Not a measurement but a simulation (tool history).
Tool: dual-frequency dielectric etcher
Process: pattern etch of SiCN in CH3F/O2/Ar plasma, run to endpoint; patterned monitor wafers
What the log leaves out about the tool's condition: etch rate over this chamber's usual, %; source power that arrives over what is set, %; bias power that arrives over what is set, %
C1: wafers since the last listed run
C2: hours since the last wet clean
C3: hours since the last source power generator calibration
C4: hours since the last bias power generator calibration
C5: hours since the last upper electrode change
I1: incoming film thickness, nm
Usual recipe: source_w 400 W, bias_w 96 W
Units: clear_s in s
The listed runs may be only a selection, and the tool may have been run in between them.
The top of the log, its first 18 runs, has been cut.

run 19 hour=1570.3 | source_w=500 bias_w=96 | C1=1485 C2=345.4 C3=447.9 C4=3022.7 C5=2806.6 | I1=11.38 | clear_s=26
run 20 hour=1670.4 | source_w=400 bias_w=76 | C1=1589 C2=445.5 C3=548 C4=3122.8 C5=2906.7 | I1=11.59 | clear_s=31.2
run 21 hour=1722.3 | source_w=400 bias_w=96 | C1=823 C2=497.4 C3=599.9 C4=3174.7 C5=2958.6 | I1=11.49 | clear_s=28.4
run 22 hour=1786.9 | source_w=400 bias_w=96 | C1=1025 C2=562 C3=664.5 C4=3239.3 C5=3023.2 | I1=11.35 | clear_s=28.2
-- hour=1835.4 wet clean of the chamber
-- hour=1846 upper electrode replaced
run 23 hour=1881.9 | source_w=340 bias_w=105 | C1=958 C2=46.5 C3=759.5 C4=3334.3 C5=35.9 | I1=11.34 | clear_s=29
run 24 hour=1942.2 | source_w=330 bias_w=118 | C1=957 C2=106.8 C3=819.8 C4=3394.6 C5=96.2 | I1=11.35 | clear_s=28.2
run 25 hour=2022.6 | source_w=340 bias_w=118 | C1=1276 C2=187.2 C3=900.2 C4=3475 C5=176.6 | I1=11.37 | clear_s=27.9
-- hour=2255.1 bias power generator calibrated
run 26 hour=2310.8 | source_w=400 bias_w=72 | C1=4511 C2=475.4 C3=1188.4 C4=55.7 C5=464.8 | I1=11.42 | clear_s=30.9
run 27 hour=2415.4 | source_w=450 bias_w=89 | C1=1660 C2=580 C3=1293 C4=160.3 C5=569.4 | I1=11.29 | clear_s=27.5
-- hour=2486.4 wet clean of the chamber
run 28 hour=2495 | source_w=370 bias_w=74 | C1=882 C2=8.6 C3=1372.6 C4=239.9 C5=649 | I1=11.35 | clear_s=31.3
run 29 hour=2583.5 | source_w=370 bias_w=113 | C1=1404 C2=97.1 C3=1461.1 C4=328.4 C5=737.5 | I1=11.49 | clear_s=27.7
run 30 hour=2645.7 | source_w=400 bias_w=82 | C1=987 C2=159.3 C3=1523.3 C4=390.6 C5=799.7 | I1=11.4 | clear_s=29.6
run 31 hour=2730.8 | source_w=480 bias_w=88 | C1=1350 C2=244.4 C3=1608.4 C4=475.7 C5=884.8 | I1=11.46 | clear_s=27
run 32 hour=2812.4 | source_w=330 bias_w=117 | C1=1295 C2=326 C3=1690 C4=557.3 C5=966.4 | I1=11.56 | clear_s=29
run 33 hour=2860.6 | source_w=300 bias_w=111 | C1=765 C2=374.2 C3=1738.2 C4=605.5 C5=1014.6 | I1=11.44 | clear_s=30.1

What does the tool deliver on the next run?
run 34 hour=2941.3 | source_w=440 bias_w=88 | C1=1281 C2=454.9 C3=1818.9 C4=686.2 C5=1095.3 | I1=11.49 | clear_s=?

Run 34 measured clear_s 28.3 s.
Without the tool's hidden state the same run would have given clear_s 28.4 s.

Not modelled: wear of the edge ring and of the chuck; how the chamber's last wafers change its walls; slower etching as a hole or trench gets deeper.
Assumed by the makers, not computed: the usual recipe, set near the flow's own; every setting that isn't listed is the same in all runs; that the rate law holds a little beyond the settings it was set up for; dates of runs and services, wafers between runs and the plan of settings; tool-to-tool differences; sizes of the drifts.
